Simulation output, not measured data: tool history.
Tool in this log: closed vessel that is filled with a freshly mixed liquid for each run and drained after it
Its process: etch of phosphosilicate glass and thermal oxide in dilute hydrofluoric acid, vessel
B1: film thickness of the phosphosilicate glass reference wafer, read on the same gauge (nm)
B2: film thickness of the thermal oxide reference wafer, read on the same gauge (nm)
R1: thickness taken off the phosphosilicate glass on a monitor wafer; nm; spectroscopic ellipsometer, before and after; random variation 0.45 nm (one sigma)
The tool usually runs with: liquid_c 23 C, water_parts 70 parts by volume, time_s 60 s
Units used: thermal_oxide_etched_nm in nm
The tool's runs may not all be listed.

run 1 hour=0 | liquid_c=23 water_parts=70 time_s=60 | B1=80.02 B2=109.993 | R1=136.8 thermal_oxide_etched_nm=3.911
run 2 hour=16 | liquid_c=23 water_parts=70 time_s=60 | B1=80 B2=110.038 | R1=137.3 thermal_oxide_etched_nm=3.856
run 3 hour=29.3 | liquid_c=23 water_parts=70 time_s=60 | B1=79.96 B2=109.979 | R1=137.36 thermal_oxide_etched_nm=3.917
run 4 hour=81.5 | liquid_c=23 water_parts=70 time_s=60 | B1=79.99 B2=110.037 | R1=137.5 thermal_oxide_etched_nm=3.902
run 5 hour=97.8 | liquid_c=23 water_parts=70 time_s=60 | B1=79.96 B2=109.991 | R1=136.97 thermal_oxide_etched_nm=3.949
run 6 hour=113.7 | liquid_c=23 water_parts=70 time_s=60 | B1=80 B2=109.992 | R1=137.71 thermal_oxide_etched_nm=3.954
run 7 hour=124.5 | liquid_c=20.5 water_parts=55 time_s=80 | B1=80.03 B2=109.971 | R1=213.92 thermal_oxide_etched_nm=6.004
run 8 hour=140.4 | liquid_c=19 water_parts=40 time_s=35 | B1=80 B2=110.021 | R1=122.59 thermal_oxide_etched_nm=3.488
-- hour=163 thermometer replaced
run 9 hour=192.6 | liquid_c=23 water_parts=70 time_s=35 | B1=80.01 B2=109.999 | R1=80.3 thermal_oxide_etched_nm=2.327
-- hour=239.7 hydrofluoric acid flow meter replaced
run 10 hour=243.6 | liquid_c=21.5 water_parts=70 time_s=60 | B1=79.98 B2=109.974 | R1=120.92 thermal_oxide_etched_nm=3.445
-- hour=272.6 gauge calibrated
run 11 hour=283.4 | liquid_c=23 water_parts=70 time_s=60 | B1=80 B2=110 | R1=128.83 thermal_oxide_etched_nm=3.698
run 12 hour=290.4 | liquid_c=23 water_parts=70 time_s=60 | B1=79.98 B2=109.972 | R1=128.92 thermal_oxide_etched_nm=3.67
run 13 hour=299.7 | liquid_c=26.5 water_parts=70 time_s=60 | B1=79.99 B2=109.991 | R1=148.24 thermal_oxide_etched_nm=4.185
run 14 hour=309.2 | liquid_c=21.5 water_parts=70 time_s=90 | B1=80.01 B2=110.006 | R1=181.94 thermal_oxide_etched_nm=5.154
run 15 hour=318.3 | liquid_c=21.5 water_parts=50 time_s=85 | B1=79.99 B2=109.993 | R1=247.96 thermal_oxide_etched_nm=6.986
run 16 hour=328.4 | liquid_c=25.5 water_parts=70 time_s=45 | B1=79.96 B2=109.935 | R1=107.15 thermal_oxide_etched_nm=3.077
run 17 hour=340.1 | liquid_c=18.5 water_parts=90 time_s=60 | B1=80.02 B2=109.956 | R1=81.97 thermal_oxide_etched_nm=2.368
run 18 hour=351.8 | liquid_c=23 water_parts=90 time_s=95 | B1=80.03 B2=109.98 | R1=156.07 thermal_oxide_etched_nm=4.383
run 19 hour=364.2 | liquid_c=23 water_parts=70 time_s=60 | B1=80.02 B2=109.985 | R1=130.45 thermal_oxide_etched_nm=3.688
run 20 hour=377.3 | liquid_c=27 water_parts=85 time_s=70 | B1=80.05 B2=110.013 | R1=142.54 thermal_oxide_etched_nm=4.117
run 21 hour=388.9 | liquid_c=27.5 water_parts=80 time_s=70 | B1=79.98 B2=110.005 | R1=156.28 thermal_oxide_etched_nm=4.37
run 22 hour=399.4 | liquid_c=21.5 water_parts=45 time_s=35 | B1=80.01 B2=109.997 | R1=113.93 thermal_oxide_etched_nm=3.246
run 23 hour=411.2 | liquid_c=24.5 water_parts=60 time_s=80 | B1=79.97 B2=109.965 | R1=218.07 thermal_oxide_etched_nm=6.251
run 24 hour=428.1 | liquid_c=28 water_parts=70 time_s=60 | B1=79.99 B2=109.989 | R1=157.7 thermal_oxide_etched_nm=4.489

Below are 5 alternative next runs, each starting from the tool's condition after run 24. Predict each:
run A hour=428.8 | liquid_c=23 water_parts=70 time_s=60 | B1=? B2=? | R1=? thermal_oxide_etched_nm=?
run B hour=428.8 | liquid_c=25.5 water_parts=70 time_s=85 | B1=? B2=? | R1=? thermal_oxide_etched_nm=?
run C hour=428.8 | liquid_c=24.5 water_parts=70 time_s=30 | B1=? B2=? | R1=? thermal_oxide_etched_nm=?
run D hour=428.8 | liquid_c=21 water_parts=80 time_s=60 | B1=? B2=? | R1=? thermal_oxide_etched_nm=?
run E hour=428.8 | liquid_c=27 water_parts=50 time_s=75 | B1=? B2=? | R1=? thermal_oxide_etched_nm=?

run=A B1=80.02 B2=109.946 R1=129.38 thermal_oxide_etched_nm=3.701
run=B B1=80.02 B2=109.946 R1=202.8 thermal_oxide_etched_nm=5.801
run=C B1=80.02 B2=109.946 R1=68.76 thermal_oxide_etched_nm=1.967
run=D B1=80.02 B2=109.946 R1=103.03 thermal_oxide_etched_nm=2.947
run=E B1=80.02 B2=109.946 R1=273.44 thermal_oxide_etched_nm=7.822
Had the tool no hidden state, the same runs would have come out as:
run=A R1=128.12 thermal_oxide_etched_nm=3.665
run=B R1=200.8 thermal_oxide_etched_nm=5.744
run=C R1=68.08 thermal_oxide_etched_nm=1.948
run=D R1=102.01 thermal_oxide_etched_nm=2.918
run=E R1=270.8 thermal_oxide_etched_nm=7.747

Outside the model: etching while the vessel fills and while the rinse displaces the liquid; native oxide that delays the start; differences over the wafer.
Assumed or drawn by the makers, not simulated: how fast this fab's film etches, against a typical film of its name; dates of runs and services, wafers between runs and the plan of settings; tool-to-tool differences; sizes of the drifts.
